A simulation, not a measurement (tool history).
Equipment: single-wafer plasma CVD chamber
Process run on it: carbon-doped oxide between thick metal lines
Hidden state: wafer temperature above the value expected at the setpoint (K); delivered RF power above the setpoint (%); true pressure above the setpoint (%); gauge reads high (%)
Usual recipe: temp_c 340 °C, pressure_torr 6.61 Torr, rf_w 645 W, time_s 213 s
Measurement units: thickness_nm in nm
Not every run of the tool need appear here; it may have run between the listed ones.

run   hour  temp_c  pressure_torr  rf_w  time_s  wafers since the last listed run  hours since the last thermocouple change  hours since the last RF generator calibration  hours since the last manometer calibration  hours since the showerhead was replaced  hours since the gauge calibration  read-back reference wafer on the same gauge, thickness_nm  thickness_nm
  1      0     340           6.61   645     201                                 0                                       889                                         2406.2                                      1909.6                                   3570.1                                436                                                    1310.19      1112.453
  2   22.3     340           6.61   645     201                               238                                     911.3                                         2428.5                                      1931.9                                   3592.4                              458.3                                                   1309.504      1109.438
      64.7  -- RF generator calibrated
  3  122.9     340           6.61   555     213                               989                                    1011.9                                           58.2                                      2032.5                                     3693                              558.9                                                    1310.15       1138.28
  4  137.5     340           6.61   555     213                               156                                    1026.5                                           72.8                                      2047.1                                   3707.6                              573.5                                                   1310.169      1140.476
  5  155.1     340           6.61   555     213                               188                                    1044.1                                           90.4                                      2064.7                                   3725.2                              591.1                                                   1310.062      1132.312
  6  189.1     340           6.61   645     213                               363                                    1078.1                                          124.4                                      2098.7                                   3759.2                              625.1                                                    1309.08      1218.096
  7  222.2     340           6.61   645     213                               353                                    1111.2                                          157.5                                      2131.8                                   3792.3                              658.2                                                   1310.028      1222.637
     237.5  -- thermocouple changed; heater temperature recalibrated
  8    238     348            7.5   750     187                                83                                       0.5                                          173.3                                      2147.6                                   3808.1                                674                                                   1309.574      1165.663
  9  271.6     340           6.61   645     213                               359                                      34.1                                          206.9                                      2181.2                                   3841.7                              707.6                                                   1310.398      1252.844
 10  290.8     335            5.8   685     183                               205                                      53.3                                          226.1                                      2200.4                                   3860.9                              726.8                                                   1309.858      1115.732
 11  306.5     340           7.63   755     213                               167                                        69                                          241.8                                      2216.1                                   3876.6                              742.5                                                   1309.221       1362.87
 12    339     346           6.61   645     213                               347                                     101.5                                          274.3                                      2248.6                                   3909.1                                775                                                    1310.38      1221.148
     363.7  -- capacitance manometer re-zeroed and calibrated
 13  364.2     353           7.76   645     213                               183                                     126.7                                          299.5                                         0.5                                   3934.3                              800.2                                                   1311.198      1207.016
 14  376.7     348           5.77   645     183                               133                                     139.2                                            312                                          13                                   3946.8                              812.7                                                   1310.675      1029.848
 15    398     345           6.16   645     213                               227                                     160.5                                          333.3                                        34.3                                   3968.1                                834                                                   1310.281      1220.137
 16    428     340           5.02   685     237                               320                                     190.5                                          363.3                                        64.3                                   3998.1                                864                                                   1310.599      1397.213
 17  443.5     326            7.7   645     213                               165                                       206                                          378.8                                        79.8                                   4013.6                              879.5                                                   1309.701      1307.969
     447.7  -- gauge calibrated
     452.6  -- showerhead replaced
 18  455.6     346           5.86   755     179                                43                                     218.1                                          390.9                                        91.9                                        3                                7.9                                                   1309.796      1097.659
 19  489.1     340           6.61   645     213                               357                                     251.6                                          424.4                                       125.4                                     36.5                               41.4                                                   1309.603       1241.69
 20  516.3     340           6.61   645     213                               290                                     278.8                                          451.6                                       152.6                                     63.7                               68.6                                                   1309.577      1236.919
 21  536.6     340           6.61   645     213                               216                                     299.1                                          471.9                                       172.9                                       84                               88.9                                                    1309.55      1228.787
 22  564.3     340           5.49   700     213                               295                                     326.8                                          499.6                                       200.6                                    111.7                              116.6                                                   1310.883      1263.276
 23  595.9     340           6.61   645     213                               337                                     358.4                                          531.2                                       232.2                                    143.3                              148.2                                                   1310.023      1234.678
 24    672     326           6.61   645     247                               813                                     434.5                                          607.3                                       308.3                                    219.4                              224.3                                                   1310.361      1493.115
 25  696.7     340           6.61   645     213                               263                                     459.2                                            632                                         333                                    244.1                                249                                                   1310.545      1232.558
 26  717.4     328           6.19   530     199                               221                                     479.9                                          652.7                                       353.7                                    264.8                              269.7                                                   1309.677      1073.475
 27  766.5     344            7.5   585     254                               524                                       529                                          701.8                                       402.8                                    313.9                              318.8                                                   1309.305      1390.967
 28  780.9     340           6.61   585     229                               153                                     543.4                                          716.2                                       417.2                                    328.3                              333.2                                                   1309.073      1251.725

List, for all runs, the conditions of the tool that the log does not record:
true pressure above the setpoint (%): 0 in every run
gauge reads high (%): 0 in every run
H1: wafer temperature above the value expected at the setpoint (K)
H2: delivered RF power above the setpoint (%)
run      H1      H2
  1    5.45   -8.88
  2    5.57   -8.96
  3    6.08  -0.973
  4    6.16   -1.02
  5    6.25   -1.08
  6    6.42    -1.2
  7    6.59   -1.31
  8  -0.291   -1.37
  9  -0.118   -1.48
 10   -0.02   -1.55
 11  0.0605    -1.6
 12   0.227   -1.71
 13   0.356    -1.8
 14    0.42   -1.84
 15   0.529   -1.91
 16   0.683   -2.01
 17   0.763   -2.07
 18   0.825   -2.11
 19   0.996   -2.22
 20    1.14   -2.31
 21    1.24   -2.38
 22    1.38   -2.48
 23    1.54   -2.59
 24    1.93   -2.85
 25    2.06   -2.93
 26    2.17      -3
 27    2.42   -3.17
 28    2.49   -3.22
